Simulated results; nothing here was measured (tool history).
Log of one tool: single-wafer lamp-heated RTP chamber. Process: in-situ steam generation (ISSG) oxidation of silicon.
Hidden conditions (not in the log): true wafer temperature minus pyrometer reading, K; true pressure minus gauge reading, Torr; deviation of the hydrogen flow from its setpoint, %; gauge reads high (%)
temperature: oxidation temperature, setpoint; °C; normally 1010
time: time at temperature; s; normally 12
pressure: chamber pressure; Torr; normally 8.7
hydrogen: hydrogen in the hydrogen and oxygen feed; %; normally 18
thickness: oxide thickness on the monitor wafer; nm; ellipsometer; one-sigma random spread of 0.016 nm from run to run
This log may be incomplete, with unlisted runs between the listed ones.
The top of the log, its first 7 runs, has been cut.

| run | hour | temperature | time | pressure | hydrogen | wafers since the last listed run | wafers since the last pyrometer calibration | hours since the pressure gauge was zeroed | hours since the hydrogen flow controller was replaced | hours since the gauge calibration | read-back reference wafer on the same gauge, thickness | thickness |
|---|---|---|---|---|---|---|---|---|---|---|---|---|
| 8 | 695.7 | 1010 | 12 | 8.0 | 18 | 1211 | 1813 | 4458.7 | 1677.0 | 2550.4 | 4.099 | 4.184 |
| 9 | 782.3 | 1010 | 12 | 8.7 | 12 | 1039 | 2852 | 4545.3 | 1763.6 | 2637.0 | 4.100 | 3.780 |
|  | 817.8 | pressure gauge zeroed |
| 10 | 853.5 | 1010 | 12 | 8.7 | 12 | 758 | 3611 | 35.7 | 1834.8 | 2708.2 | 4.104 | 3.793 |
| 11 | 936.0 | 1010 | 9 | 8.7 | 18 | 990 | 4602 | 118.2 | 1917.3 | 2790.7 | 4.099 | 3.670 |
| 12 | 982.7 | 1010 | 9 | 8.7 | 18 | 560 | 5162 | 164.9 | 1964.0 | 2837.4 | 4.100 | 3.688 |
| 13 | 1065.7 | 1010 | 9 | 8.7 | 18 | 996 | 6159 | 247.9 | 2047.0 | 2920.4 | 4.096 | 3.694 |
|  | 1117.2 | gauge calibrated |
| 14 | 1134.8 | 1010 | 12 | 9.6 | 18 | 829 | 6988 | 317.0 | 2116.1 | 17.6 | 4.098 | 4.155 |
| 15 | 1196.9 | 1003 | 12 | 8.7 | 18 | 745 | 7734 | 379.1 | 2178.2 | 79.7 | 4.099 | 4.142 |
|  | 1239.0 | pyrometer window cleaned and pyrometer calibrated |
| 16 | 1288.9 | 1026 | 12 | 8.7 | 25 | 1008 | 599 | 471.1 | 2270.2 | 171.7 | 4.096 | 4.715 |
| 17 | 1363.8 | 1003 | 16 | 8.7 | 18 | 899 | 1498 | 546.0 | 2345.1 | 246.6 | 4.094 | 4.608 |
| 18 | 1420.0 | 1000 | 16 | 9.5 | 12 | 674 | 2173 | 602.2 | 2401.3 | 302.8 | 4.098 | 4.115 |
| 19 | 1464.2 | 1010 | 12 | 8.7 | 25 | 530 | 2703 | 646.4 | 2445.5 | 347.0 | 4.104 | 4.517 |
| 20 | 1513.3 | 1004 | 8 | 9.7 | 18 | 589 | 3293 | 695.5 | 2494.6 | 396.1 | 4.100 | 3.354 |
| 21 | 1561.4 | 1010 | 12 | 8.7 | 18 | 577 | 3870 | 743.6 | 2542.7 | 444.2 | 4.100 | 4.169 |
|  | 1666.4 | hydrogen flow controller replaced |
| 22 | 1667.2 | 1027 | 14 | 8.3 | 18 | 1174 | 5044 | 849.4 | 0.8 | 550.0 | 4.094 | 4.874 |
| 23 | 1861.9 | 995 | 12 | 7.6 | 18 | 2337 | 7382 | 1044.1 | 195.5 | 744.7 | 4.109 | 4.010 |
| 24 | 1902.5 | 1010 | 12 | 8.7 | 18 | 487 | 7869 | 1084.7 | 236.1 | 785.3 | 4.102 | 4.271 |
|  | 1932.5 | pyrometer window cleaned and pyrometer calibrated |
| 25 | 1984.3 | 1010 | 12 | 8.7 | 18 | 885 | 622 | 1166.5 | 317.9 | 867.1 | 4.109 | 4.139 |
| 26 | 2064.4 | 1017 | 14 | 8.1 | 11 | 961 | 1583 | 1246.6 | 398.0 | 947.2 | 4.096 | 4.076 |
| 27 | 2101.4 | 1010 | 16 | 7.9 | 12 | 444 | 2027 | 1283.6 | 435.0 | 984.2 | 4.101 | 4.330 |
| 28 | 2149.0 | 1010 | 16 | 8.7 | 12 | 571 | 2599 | 1331.2 | 482.6 | 1031.8 | 4.100 | 4.338 |
| 29 | 2467.8 | 1010 | 16 | 10.1 | 18 | 3827 | 6426 | 1650.0 | 801.4 | 1350.6 | 4.100 | 4.748 |
|  | 2536.2 | pyrometer window cleaned and pyrometer calibrated |
| 30 | 2570.5 | 1010 | 12 | 8.7 | 18 | 1136 | 411 | 1752.7 | 904.1 | 1453.3 | 4.098 | 4.091 |

Here are 5 independent what-if runs from the current tool condition. What would each one return?
| A | 2571.0 | 1010 | 12 | 8.7 | 18 | 6 | 417 | 1753.2 | 904.6 | 1453.8 | ? | ? |
| B | 2571.0 | 1004 | 12 | 8.7 | 11 | 6 | 417 | 1753.2 | 904.6 | 1453.8 | ? | ? |
| C | 2571.0 | 1010 | 12 | 8.7 | 14 | 6 | 417 | 1753.2 | 904.6 | 1453.8 | ? | ? |
| D | 2571.0 | 1001 | 12 | 7.7 | 18 | 6 | 417 | 1753.2 | 904.6 | 1453.8 | ? | ? |
| E | 2571.0 | 999 | 10 | 8.1 | 26 | 6 | 417 | 1753.2 | 904.6 | 1453.8 | ? | ? |

| run | read-back reference wafer on the same gauge, thickness | thickness |
|---|---|---|
| A | 4.100 | 4.101 |
| B | 4.100 | 3.585 |
| C | 4.100 | 3.869 |
| D | 4.100 | 3.982 |
| E | 4.100 | 4.027 |
The same runs, with their run-to-run variation unchanged, on a tool lacking any hidden condition would have given:
| run | thickness |
|---|---|
| A | 4.094 |
| B | 3.578 |
| C | 3.861 |
| D | 3.975 |
| E | 4.020 |
